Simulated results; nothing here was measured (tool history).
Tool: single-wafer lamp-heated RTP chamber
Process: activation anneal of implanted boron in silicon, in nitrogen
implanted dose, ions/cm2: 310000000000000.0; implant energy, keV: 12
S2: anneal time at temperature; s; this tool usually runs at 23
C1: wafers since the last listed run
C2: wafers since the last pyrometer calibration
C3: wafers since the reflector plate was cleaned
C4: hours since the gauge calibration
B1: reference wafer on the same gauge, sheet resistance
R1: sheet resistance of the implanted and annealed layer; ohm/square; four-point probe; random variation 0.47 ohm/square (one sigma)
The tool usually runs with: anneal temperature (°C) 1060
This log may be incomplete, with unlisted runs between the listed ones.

{"run": 1, "hour": 0.0, "anneal temperature (°C)": 1060, "S2": 23, "C1": 0, "C2": 905, "C3": 8441, "C4": 168.7, "B1": 358.6, "R1": 315.76}
{"run": 2, "hour": 17.9, "anneal temperature (°C)": 1060, "S2": 23, "C1": 130, "C2": 1036, "C3": 8572, "C4": 186.6, "B1": 358.9, "R1": 315.75}
{"run": 3, "hour": 31.0, "anneal temperature (°C)": 1060, "S2": 19, "C1": 95, "C2": 1132, "C3": 8668, "C4": 199.7, "B1": 359.43, "R1": 315.96}
{"run": 4, "hour": 41.8, "anneal temperature (°C)": 1060, "S2": 19, "C1": 78, "C2": 1211, "C3": 8747, "C4": 210.5, "B1": 359.29, "R1": 315.83}
{"run": 5, "hour": 58.6, "anneal temperature (°C)": 1060, "S2": 19, "C1": 122, "C2": 1334, "C3": 8870, "C4": 227.3, "B1": 359.38, "R1": 317.35}
{"run": 6, "hour": 70.3, "anneal temperature (°C)": 1060, "S2": 23, "C1": 85, "C2": 1419, "C3": 8955, "C4": 239, "B1": 359.9, "R1": 316.11}
{"run": 7, "hour": 79.5, "anneal temperature (°C)": 1060, "S2": 23, "C1": 67, "C2": 1486, "C3": 9022, "C4": 248.2, "B1": 359.94, "R1": 317}
{"run": 8, "hour": 95.9, "anneal temperature (°C)": 1060, "S2": 23, "C1": 119, "C2": 1606, "C3": 9142, "C4": 264.6, "B1": 360.27, "R1": 316.96}
{"run": 9, "hour": 102.7, "anneal temperature (°C)": 1060, "S2": 23, "C1": 49, "C2": 1656, "C3": 9192, "C4": 271.4, "B1": 360.05, "R1": 317.44}
{"run": 10, "hour": 113.1, "anneal temperature (°C)": 1060, "S2": 23, "C1": 75, "C2": 1732, "C3": 9268, "C4": 281.8, "B1": 360.12, "R1": 316.94}
{"run": 11, "hour": 121.7, "anneal temperature (°C)": 1060, "S2": 23, "C1": 62, "C2": 1795, "C3": 9331, "C4": 290.4, "B1": 360.57, "R1": 316.64}
{"hour": 134.9, "done": "pyrometer window cleaned and pyrometer calibrated"}
{"run": 12, "hour": 136.9, "anneal temperature (°C)": 1060, "S2": 23, "C1": 52, "C2": 14, "C3": 9383, "C4": 305.6, "B1": 360.71, "R1": 316.65}
{"run": 13, "hour": 144.3, "anneal temperature (°C)": 1060, "S2": 23, "C1": 54, "C2": 68, "C3": 9437, "C4": 313, "B1": 360.86, "R1": 317.31}
{"run": 14, "hour": 154.0, "anneal temperature (°C)": 1052, "S2": 29, "C1": 70, "C2": 139, "C3": 9508, "C4": 322.7, "B1": 360.98, "R1": 317.16}
{"run": 15, "hour": 161.5, "anneal temperature (°C)": 1052, "S2": 29, "C1": 54, "C2": 194, "C3": 9563, "C4": 330.2, "B1": 361.15, "R1": 316.74}
{"hour": 162.4, "done": "gauge calibrated"}
{"run": 16, "hour": 170.5, "anneal temperature (°C)": 1052, "S2": 29, "C1": 65, "C2": 260, "C3": 9629, "C4": 8.1, "B1": 354.98, "R1": 310.33}
{"run": 17, "hour": 184.7, "anneal temperature (°C)": 1060, "S2": 23, "C1": 103, "C2": 363, "C3": 9733, "C4": 22.3, "B1": 354.89, "R1": 312.16}
{"hour": 197.1, "done": "reflector plate cleaned"}
{"run": 18, "hour": 197.6, "anneal temperature (°C)": 1086, "S2": 23, "C1": 35, "C2": 399, "C3": 3, "C4": 35.2, "B1": 355.27, "R1": 309.55}
{"run": 19, "hour": 205.2, "anneal temperature (°C)": 1087, "S2": 12, "C1": 55, "C2": 455, "C3": 59, "C4": 42.8, "B1": 355.24, "R1": 312.72}
{"run": 20, "hour": 212.3, "anneal temperature (°C)": 1032, "S2": 14, "C1": 51, "C2": 507, "C3": 111, "C4": 49.9, "B1": 355.47, "R1": 316.1}
{"run": 21, "hour": 220.2, "anneal temperature (°C)": 1060, "S2": 23, "C1": 57, "C2": 564, "C3": 168, "C4": 57.8, "B1": 355.29, "R1": 312.59}
{"run": 22, "hour": 227.4, "anneal temperature (°C)": 1060, "S2": 23, "C1": 52, "C2": 617, "C3": 221, "C4": 65, "B1": 355.61, "R1": 312.52}
{"run": 23, "hour": 240.6, "anneal temperature (°C)": 1060, "S2": 23, "C1": 96, "C2": 713, "C3": 317, "C4": 78.2, "B1": 355.86, "R1": 312.98}
{"run": 24, "hour": 247.5, "anneal temperature (°C)": 1038, "S2": 30, "C1": 50, "C2": 764, "C3": 368, "C4": 85.1, "B1": 355.92, "R1": 312.8}
{"run": 25, "hour": 257.8, "anneal temperature (°C)": 1060, "S2": 19, "C1": 75, "C2": 839, "C3": 443, "C4": 95.4, "B1": 356.05, "R1": 313.36}
{"run": 26, "hour": 271.5, "anneal temperature (°C)": 1060, "S2": 23, "C1": 100, "C2": 939, "C3": 543, "C4": 109.1, "B1": 356.25, "R1": 313.82}
{"run": 27, "hour": 288.9, "anneal temperature (°C)": 1035, "S2": 23, "C1": 127, "C2": 1066, "C3": 670, "C4": 126.5, "B1": 356.67, "R1": 315.18}
{"run": 28, "hour": 298.6, "anneal temperature (°C)": 1060, "S2": 15, "C1": 70, "C2": 1137, "C3": 741, "C4": 136.2, "B1": 356.57, "R1": 314.83}
{"run": 29, "hour": 311.2, "anneal temperature (°C)": 1060, "S2": 23, "C1": 92, "C2": 1229, "C3": 833, "C4": 148.8, "B1": 356.81, "R1": 313.15}
{"run": 30, "hour": 328.8, "anneal temperature (°C)": 1080, "S2": 12, "C1": 128, "C2": 1358, "C3": 962, "C4": 166.4, "B1": 357.09, "R1": 315.39}
{"run": 31, "hour": 338.4, "anneal temperature (°C)": 1071, "S2": 9, "C1": 70, "C2": 1428, "C3": 1032, "C4": 176, "B1": 357.01, "R1": 316.41}
{"run": 32, "hour": 354.8, "anneal temperature (°C)": 1080, "S2": 23, "C1": 119, "C2": 1548, "C3": 1152, "C4": 192.4, "B1": 357.64, "R1": 312.8}
{"run": 33, "hour": 363.8, "anneal temperature (°C)": 1068, "S2": 30, "C1": 65, "C2": 1614, "C3": 1218, "C4": 201.4, "B1": 357.64, "R1": 313.16}
{"run": 34, "hour": 380.0, "anneal temperature (°C)": 1060, "S2": 23, "C1": 118, "C2": 1732, "C3": 1336, "C4": 217.6, "B1": 357.78, "R1": 314.41}

Table of differences, measured result less the result of that run with no hidden state. Run-to-run variation is the same in both. Gauge scatter possibly is not:
Unlogged tool condition in this case: true wafer temperature minus pyrometer reading, K; wafer temperature error from the tarnished reflector plate, K; gauge reads high (%).
run=1 R1=+2.42
run=2 R1=+2.64
run=3 R1=+2.81
run=4 R1=+2.94
run=5 R1=+3.17
run=6 R1=+3.3
run=7 R1=+3.43
run=8 R1=+3.63
run=9 R1=+3.71
run=10 R1=+3.84
run=11 R1=+3.95
run=12 R1=+4.13
run=13 R1=+4.23
run=14 R1=+4.34
run=15 R1=+4.44
run=16 R1=-1.04
run=17 R1=-0.86
run=18 R1=-0.69
run=19 R1=-0.6
run=20 R1=-0.52
run=21 R1=-0.41
run=22 R1=-0.33
run=23 R1=-0.16
run=24 R1=-0.08
run=25 R1=+0.05
run=26 R1=+0.23
run=27 R1=+0.45
run=28 R1=+0.57
run=29 R1=+0.72
run=30 R1=+0.95
run=31 R1=+1.07
run=32 R1=+1.26
run=33 R1=+1.38
run=34 R1=+1.59
